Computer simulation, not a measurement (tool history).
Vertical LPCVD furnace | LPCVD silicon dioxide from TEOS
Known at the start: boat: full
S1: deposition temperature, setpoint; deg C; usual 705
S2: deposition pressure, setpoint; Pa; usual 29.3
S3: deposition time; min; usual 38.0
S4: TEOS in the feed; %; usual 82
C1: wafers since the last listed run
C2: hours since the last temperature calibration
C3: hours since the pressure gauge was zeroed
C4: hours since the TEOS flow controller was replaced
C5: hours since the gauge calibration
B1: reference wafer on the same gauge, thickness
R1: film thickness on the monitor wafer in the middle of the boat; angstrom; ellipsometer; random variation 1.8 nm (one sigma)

run,hour,S1,S2,S3,S4,C1,C2,C3,C4,C5,B1,R1
1,0.0,705,29.3,38.0,82,0,944.1,3832.1,1729.0,628.3,314.67,3315.8
2,44.7,705,29.3,38.0,82,671,988.8,3876.8,1773.7,673.0,314.23,3306.9
3,84.6,705,29.3,38.0,82,599,1028.7,3916.7,1813.6,712.9,314.11,3343.2
4,120.8,705,29.3,38.0,82,543,1064.9,3952.9,1849.8,749.1,314.41,3309.4
5,163.6,705,29.3,38.0,82,642,1107.7,3995.7,1892.6,791.9,314.39,3316.0
6,233.6,705,29.3,38.0,82,1050,1177.7,4065.7,1962.6,861.9,313.36,3338.8
7,294.2,705,29.3,38.0,82,909,1238.3,4126.3,2023.2,922.5,313.56,3347.8
8,401.3,705,29.3,38.0,82,1607,1345.4,4233.4,2130.3,1029.6,314.35,3355.7
# hour 487.1: gauge calibrated
9,500.5,705,29.3,38.0,82,1489,1444.6,4332.6,2229.5,13.4,314.32,3391.1
10,604.0,705,29.3,38.0,78,1553,1548.1,4436.1,2333.0,116.9,314.35,3331.4
# hour 692.1: TEOS flow controller replaced
11,708.2,705,29.3,38.0,78,1204,1652.3,4540.3,16.1,221.1,313.90,3338.0
12,794.6,716,29.3,38.0,73,1297,1738.7,4626.7,102.5,307.5,315.00,4137.4
# hour 856.8: pressure gauge zeroed
13,882.0,705,29.3,38.0,82,951,1826.1,25.2,189.9,394.9,313.99,3434.8
14,926.2,705,29.3,38.0,82,663,1870.3,69.4,234.1,439.1,313.60,3420.4
15,978.7,705,29.3,38.0,82,788,1922.8,121.9,286.6,491.6,313.96,3451.5
16,1036.4,715,29.3,29.0,82,866,1980.5,179.6,344.3,549.3,313.96,3315.0
17,1087.6,705,29.3,38.0,82,768,2031.7,230.8,395.5,600.5,314.05,3475.4
# hour 1135.2: thermocouples replaced and temperature profile calibrated
18,1187.5,715,29.3,38.0,73,1139,52.3,330.7,495.4,700.4,313.48,3764.7
19,1228.6,705,29.3,38.0,72,617,93.4,371.8,536.5,741.5,314.12,2954.4
20,1335.9,701,24.0,44.0,72,1610,200.7,479.1,643.8,848.8,314.05,2864.7
21,1405.5,713,29.3,38.0,97,1044,270.3,548.7,713.4,918.4,314.24,4169.1
22,1492.5,698,29.3,38.0,82,1306,357.3,635.7,800.4,1005.4,314.18,2732.1

What the log doesn't show, run by run:
true pressure minus gauge reading, mTorr: 0 in every run
deviation of the TEOS flow from its setpoint, %: 0 in every run
gauge reads high (%): 0 in every run
H1: true tube temperature minus thermocouple reading, K
run,H1
1,2.47
2,2.55
3,2.62
4,2.69
5,2.76
6,2.89
7,3
8,3.19
9,3.36
10,3.55
11,3.73
12,3.88
13,4.04
14,4.12
15,4.21
16,4.31
17,4.4
18,0.493
19,0.566
20,0.757
21,0.88
22,1.03
